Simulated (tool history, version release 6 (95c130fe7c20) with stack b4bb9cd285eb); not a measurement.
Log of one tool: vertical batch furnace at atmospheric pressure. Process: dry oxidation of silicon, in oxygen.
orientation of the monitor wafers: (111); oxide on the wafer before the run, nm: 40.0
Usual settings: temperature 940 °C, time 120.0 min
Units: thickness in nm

| run | day | temperature | time | read-back reference wafer on the same gauge, thickness | thickness |
|---|---|---|---|---|---|
| 1 | 0.000 | 940 | 120.0 | 77.17 | 90.19 |
| 2 | 4.275 | 940 | 120.0 | 77.15 | 90.35 |
| 3 | 7.104 | 940 | 120.0 | 77.18 | 90.76 |
| 4 | 9.671 | 940 | 120.0 | 77.19 | 90.71 |
| 5 | 12.108 | 940 | 120.0 | 77.21 | 90.51 |
| 6 | 14.938 | 940 | 155.0 | 77.24 | 102.72 |
| 7 | 16.217 | 940 | 77.0 | 77.20 | 75.09 |
| 8 | 18.792 | 940 | 77.0 | 77.19 | 75.59 |
| 9 | 20.196 | 940 | 141.5 | 77.23 | 98.69 |
| 10 | 21.571 | 940 | 141.5 | 77.19 | 98.68 |
| 11 | 23.600 | 940 | 141.5 | 77.26 | 98.70 |
|  | 25.712 | thermocouples replaced and temperature profile calibrated |
| 12 | 25.733 | 940 | 120.0 | 77.22 | 89.12 |
| 13 | 27.742 | 960 | 138.0 | 77.18 | 105.95 |
| 14 | 29.392 | 922 | 120.0 | 77.19 | 80.28 |
|  | 32.325 | boat lift adjusted |
| 15 | 32.367 | 940 | 120.0 | 77.16 | 88.31 |
|  | 32.771 | gauge calibrated |
| 16 | 35.512 | 952 | 144.0 | 77.15 | 103.33 |
| 17 | 37.338 | 940 | 120.0 | 77.19 | 88.50 |
| 18 | 40.054 | 917 | 139.5 | 77.21 | 83.77 |
| 19 | 42.692 | 955 | 101.0 | 77.16 | 88.69 |
| 20 | 44.508 | 940 | 120.0 | 77.24 | 88.86 |
| 21 | 47.375 | 940 | 155.0 | 77.17 | 99.91 |
| 22 | 48.725 | 929 | 64.0 | 77.18 | 66.17 |
| 23 | 51.688 | 915 | 120.0 | 77.18 | 77.36 |

4 ways to go on from here, each from the tool as it stands after run 23. What would each give?
| A | 51.892 | 940 | 120.0 | ? | ? |
| B | 51.892 | 940 | 92.5 | ? | ? |
| C | 51.892 | 925 | 120.0 | ? | ? |
| D | 51.892 | 918 | 86.5 | ? | ? |

| run | read-back reference wafer on the same gauge, thickness | thickness |
|---|---|---|
| A | 77.14 | 89.15 |
| B | 77.14 | 79.50 |
| C | 77.14 | 82.26 |
| D | 77.14 | 69.39 |
Without the tool's hidden state the same runs would have given:
| run | thickness |
|---|---|
| A | 88.84 |
| B | 79.25 |
| C | 81.95 |
| D | 69.15 |
